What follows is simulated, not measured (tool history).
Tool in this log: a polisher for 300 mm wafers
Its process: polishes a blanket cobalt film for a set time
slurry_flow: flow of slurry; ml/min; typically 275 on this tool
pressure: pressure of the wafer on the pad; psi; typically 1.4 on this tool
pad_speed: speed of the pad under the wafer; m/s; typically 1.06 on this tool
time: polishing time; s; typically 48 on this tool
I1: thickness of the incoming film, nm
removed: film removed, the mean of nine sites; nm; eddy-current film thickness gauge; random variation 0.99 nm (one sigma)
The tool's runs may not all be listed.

{"run": 1, "hour": 0.0, "slurry_flow": 275, "pressure": 1.4, "pad_speed": 0.98, "time": 48, "I1": 1509.5, "removed": 136.4}
{"run": 2, "hour": 39.1, "slurry_flow": 275, "pressure": 1.4, "pad_speed": 0.98, "time": 48, "I1": 1494.6, "removed": 137.9}
{"run": 3, "hour": 68.6, "slurry_flow": 275, "pressure": 1.1, "pad_speed": 1.06, "time": 48, "I1": 1494.7, "removed": 124.2}
{"run": 4, "hour": 133.9, "slurry_flow": 275, "pressure": 1.1, "pad_speed": 1.06, "time": 48, "I1": 1496.9, "removed": 126.7}
{"run": 5, "hour": 193.7, "slurry_flow": 275, "pressure": 1.4, "pad_speed": 0.84, "time": 48, "I1": 1502, "removed": 119.5}
{"run": 6, "hour": 224.0, "slurry_flow": 275, "pressure": 1.4, "pad_speed": 0.84, "time": 48, "I1": 1487.3, "removed": 118.6}
{"run": 7, "hour": 249.8, "slurry_flow": 275, "pressure": 1.4, "pad_speed": 0.84, "time": 48, "I1": 1478.9, "removed": 117.5}
{"run": 8, "hour": 279.9, "slurry_flow": 275, "pressure": 1.4, "pad_speed": 1.06, "time": 48, "I1": 1480.6, "removed": 146.9}
{"run": 9, "hour": 322.4, "slurry_flow": 250, "pressure": 1.4, "pad_speed": 0.82, "time": 48, "I1": 1489.7, "removed": 112.1}
{"run": 10, "hour": 354.5, "slurry_flow": 275, "pressure": 1.4, "pad_speed": 0.94, "time": 48, "I1": 1493, "removed": 127}
{"run": 11, "hour": 394.8, "slurry_flow": 275, "pressure": 1.4, "pad_speed": 0.94, "time": 48, "I1": 1496.9, "removed": 133.2}
{"run": 12, "hour": 447.7, "slurry_flow": 275, "pressure": 1.4, "pad_speed": 1.06, "time": 48, "I1": 1503.6, "removed": 146.4}
{"run": 13, "hour": 486.4, "slurry_flow": 275, "pressure": 1.4, "pad_speed": 1.06, "time": 48, "I1": 1502.8, "removed": 144.9}
{"run": 14, "hour": 528.5, "slurry_flow": 275, "pressure": 1.4, "pad_speed": 1.06, "time": 48, "I1": 1516.6, "removed": 144.9}
{"run": 15, "hour": 556.5, "slurry_flow": 200, "pressure": 1.4, "pad_speed": 1.06, "time": 48, "I1": 1498.2, "removed": 135.3}
{"run": 16, "hour": 614.8, "slurry_flow": 200, "pressure": 1.4, "pad_speed": 1.06, "time": 48, "I1": 1508.2, "removed": 135.1}
{"run": 17, "hour": 667.2, "slurry_flow": 325, "pressure": 1.7, "pad_speed": 1.26, "time": 31, "I1": 1485.3, "removed": 137.2}
{"run": 18, "hour": 693.9, "slurry_flow": 320, "pressure": 1.4, "pad_speed": 1.34, "time": 42, "I1": 1511.7, "removed": 168.5}
{"run": 19, "hour": 755.7, "slurry_flow": 330, "pressure": 1.1, "pad_speed": 0.76, "time": 59, "I1": 1487.8, "removed": 113.8}
{"run": 20, "hour": 800.5, "slurry_flow": 275, "pressure": 1.5, "pad_speed": 1.06, "time": 48, "I1": 1509.5, "removed": 157}
{"run": 21, "hour": 860.6, "slurry_flow": 300, "pressure": 1, "pad_speed": 1.2, "time": 48, "I1": 1486.1, "removed": 135.1}
{"run": 22, "hour": 887.9, "slurry_flow": 220, "pressure": 1.3, "pad_speed": 1.4, "time": 57, "I1": 1485.9, "removed": 213.8}
{"run": 23, "hour": 926.6, "slurry_flow": 275, "pressure": 1.7, "pad_speed": 1.06, "time": 32, "I1": 1523.1, "removed": 114.5}
{"run": 24, "hour": 961.4, "slurry_flow": 275, "pressure": 1.4, "pad_speed": 1.06, "time": 48, "I1": 1487.2, "removed": 148.4}
{"run": 25, "hour": 1003.4, "slurry_flow": 275, "pressure": 1.4, "pad_speed": 1.06, "time": 56, "I1": 1500.5, "removed": 169.2}
{"run": 26, "hour": 1069.1, "slurry_flow": 275, "pressure": 1.6, "pad_speed": 1.44, "time": 54, "I1": 1506.2, "removed": 240.3}
{"run": 27, "hour": 1105.8, "slurry_flow": 320, "pressure": 1.2, "pad_speed": 1.06, "time": 48, "I1": 1510.2, "removed": 136.4}
{"run": 28, "hour": 1166.9, "slurry_flow": 300, "pressure": 1.4, "pad_speed": 1.06, "time": 40, "I1": 1475.7, "removed": 125.4}
{"run": 29, "hour": 1219.0, "slurry_flow": 275, "pressure": 1.4, "pad_speed": 1.06, "time": 48, "I1": 1513.1, "removed": 146.2}
{"run": 30, "hour": 1243.6, "slurry_flow": 275, "pressure": 1.6, "pad_speed": 1.44, "time": 54, "I1": 1495.1, "removed": 254.5}
{"run": 31, "hour": 1306.9, "slurry_flow": 275, "pressure": 1.4, "pad_speed": 1.06, "time": 48, "I1": 1498.9, "removed": 146.6}
{"run": 32, "hour": 1346.1, "slurry_flow": 365, "pressure": 1.4, "pad_speed": 1.06, "time": 48, "I1": 1510, "removed": 148.6}

Missing from the log above: 8 entries noted between runs. For each, name the pair of listed runs it sits between and say how the tool's hidden condition differs from the listed run just before to the listed run just after:
From run 3 to run 4: worn pad replaced by a new one (hour 131.1)
  removal rate lost through wear of the pad, %: 3.85 -> 0.188; slurry flow missing at the pad, %: 2.78 -> 3.8
  measured minus no-state result, removed: -5.4 -> -0.8 nm
From run 10 to run 11: worn pad replaced by a new one (hour 375.2)
  removal rate lost through wear of the pad, %: 3.54 -> 0.187; slurry flow missing at the pad, %: 11.9 -> 14.1
  measured minus no-state result, removed: -6.6 -> -2.6 nm
From run 15 to run 16: worn pad replaced by a new one (hour 614.3)
  removal rate lost through wear of the pad, %: 2.37 -> 0.284; slurry flow missing at the pad, %: 25.6 -> 30.6
  measured minus no-state result, removed: -10.8 -> -10 nm
From run 16 to run 17: slurry nozzle cleaned (hour 660.1)
  removal rate lost through wear of the pad, %: 0.284 -> 0.473; slurry flow missing at the pad, %: 30.6 -> 0.571
  measured minus no-state result, removed: -10 -> -0.7 nm
From run 18 to run 19: head pressure recalibrated (hour 701.1)
  removal rate lost through wear of the pad, %: 0.711 -> 1.63; slurry flow missing at the pad, %: 0.651 -> 1.24
  measured minus no-state result, removed: -1.3 -> -2 nm
From run 20 to run 21: worn pad replaced by a new one (hour 844.2)
  removal rate lost through wear of the pad, %: 2.62 -> 0.869; slurry flow missing at the pad, %: 2.02 -> 3.53
  measured minus no-state result, removed: -4.6 -> -1.6 nm
From run 26 to run 27: worn pad replaced by a new one (hour 1085.3)
  removal rate lost through wear of the pad, %: 4.25 -> 0.0707; slurry flow missing at the pad, %: 12.9 -> 15.2
  measured minus no-state result, removed: -14.7 -> -2.4 nm
From run 29 to run 30: slurry nozzle cleaned (hour 1235.7)
  removal rate lost through wear of the pad, %: 1.25 -> 1.73; slurry flow missing at the pad, %: 23.6 -> 1.46
  measured minus no-state result, removed: -6.9 -> -4.9 nm
